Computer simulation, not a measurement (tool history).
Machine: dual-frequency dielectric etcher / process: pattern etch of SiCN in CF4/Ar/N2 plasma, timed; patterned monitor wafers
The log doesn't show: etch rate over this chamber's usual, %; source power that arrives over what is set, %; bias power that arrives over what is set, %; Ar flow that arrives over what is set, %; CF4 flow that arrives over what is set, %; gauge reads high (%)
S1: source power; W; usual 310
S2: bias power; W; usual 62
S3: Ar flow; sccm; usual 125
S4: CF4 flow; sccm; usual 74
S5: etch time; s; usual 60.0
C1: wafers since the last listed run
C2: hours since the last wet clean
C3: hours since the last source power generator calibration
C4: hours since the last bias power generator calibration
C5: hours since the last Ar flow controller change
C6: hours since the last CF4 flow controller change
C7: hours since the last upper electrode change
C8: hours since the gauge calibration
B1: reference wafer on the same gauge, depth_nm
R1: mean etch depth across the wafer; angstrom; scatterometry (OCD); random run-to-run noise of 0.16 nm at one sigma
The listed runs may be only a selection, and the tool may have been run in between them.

run,day,S1,S2,S3,S4,S5,C1,C2,C3,C4,C5,C6,C7,C8,B1,R1
1,0.000,310,70,125,74,60.0,0,198.3,3989.8,2262.2,1481.1,4612.7,3889.2,255.9,37.32,340.8
2,0.596,310,70,125,74,60.0,204,212.6,4004.1,2276.5,1495.4,4627.0,3903.5,270.2,37.31,342.0
3,1.629,310,62,125,74,60.0,355,237.4,4028.9,2301.3,1520.2,4651.8,3928.3,295.0,37.29,332.8
4,2.271,310,62,125,74,60.0,220,252.8,4044.3,2316.7,1535.6,4667.2,3943.7,310.4,37.30,333.2
5,3.154,310,62,125,74,60.0,303,274.0,4065.5,2337.9,1556.8,4688.4,3964.9,331.6,37.28,334.0
6,4.550,310,62,125,74,60.0,480,307.5,4099.0,2371.4,1590.3,4721.9,3998.4,365.1,37.37,333.9
7,5.762,310,62,125,74,60.0,417,336.6,4128.1,2400.5,1619.4,4751.0,4027.5,394.2,37.32,334.5
8,7.150,310,62,125,74,60.0,477,369.9,4161.4,2433.8,1652.7,4784.3,4060.8,427.5,37.29,338.2
9,7.825,310,62,118,64,60.0,232,386.1,4177.6,2450.0,1668.9,4800.5,4077.0,443.7,37.30,333.4
10,8.354,310,69,113,74,60.0,182,398.8,4190.3,2462.7,1681.6,4813.2,4089.7,456.4,37.25,351.9
# day 8.892: bias power generator calibrated
11,9.154,280,62,116,90,67.0,217,418.0,4209.5,6.3,1700.8,4832.4,4108.9,475.6,37.29,359.5
# day 10.317: gauge calibrated
# day 10.500: wet clean of the chamber
# day 10.750: CF4 flow controller replaced
# day 11.525: upper electrode replaced
# day 11.654: Ar flow controller replaced
12,11.675,310,62,125,74,60.0,126,28.2,4270.0,66.8,0.5,22.2,3.6,32.6,37.27,346.7
13,11.692,310,62,125,65,60.0,5,28.6,4270.4,67.2,0.9,22.6,4.0,33.0,37.29,334.2
14,12.162,280,62,116,90,67.0,161,39.9,4281.7,78.5,12.2,33.9,15.3,44.3,37.35,367.4
# day 13.996: source power generator calibrated
# day 15.092: wet clean of the chamber, repeated, since the last time left the tool worse
15,16.525,310,50,125,74,45.5,1099,34.4,60.7,183.2,116.9,138.6,120.0,149.0,37.28,233.2
16,17.221,360,49,108,82,60.0,239,51.1,77.4,199.9,133.6,155.3,136.7,165.7,37.28,371.6
17,18.092,310,62,147,74,66.5,299,72.0,98.3,220.8,154.5,176.2,157.6,186.6,37.26,347.9
18,19.550,310,76,125,67,60.0,501,107.0,133.3,255.8,189.5,211.2,192.6,221.6,37.28,342.7

Run-by-run hidden state of the tool:
source power that arrives over what is set, %: 0 at every run
bias power that arrives over what is set, %: 0 at every run
Ar flow that arrives over what is set, %: 0 at every run
CF4 flow that arrives over what is set, %: 0 at every run
gauge reads high (%): 0 at every run
H1: etch rate over this chamber's usual, %
run,H1
1,1.48
2,1.62
3,1.85
4,1.99
5,2.19
6,2.5
7,2.77
8,3.08
9,3.23
10,3.34
11,3.52
12,6.14
13,6.15
14,6.25
15,0.582
16,0.737
17,0.931
18,1.26

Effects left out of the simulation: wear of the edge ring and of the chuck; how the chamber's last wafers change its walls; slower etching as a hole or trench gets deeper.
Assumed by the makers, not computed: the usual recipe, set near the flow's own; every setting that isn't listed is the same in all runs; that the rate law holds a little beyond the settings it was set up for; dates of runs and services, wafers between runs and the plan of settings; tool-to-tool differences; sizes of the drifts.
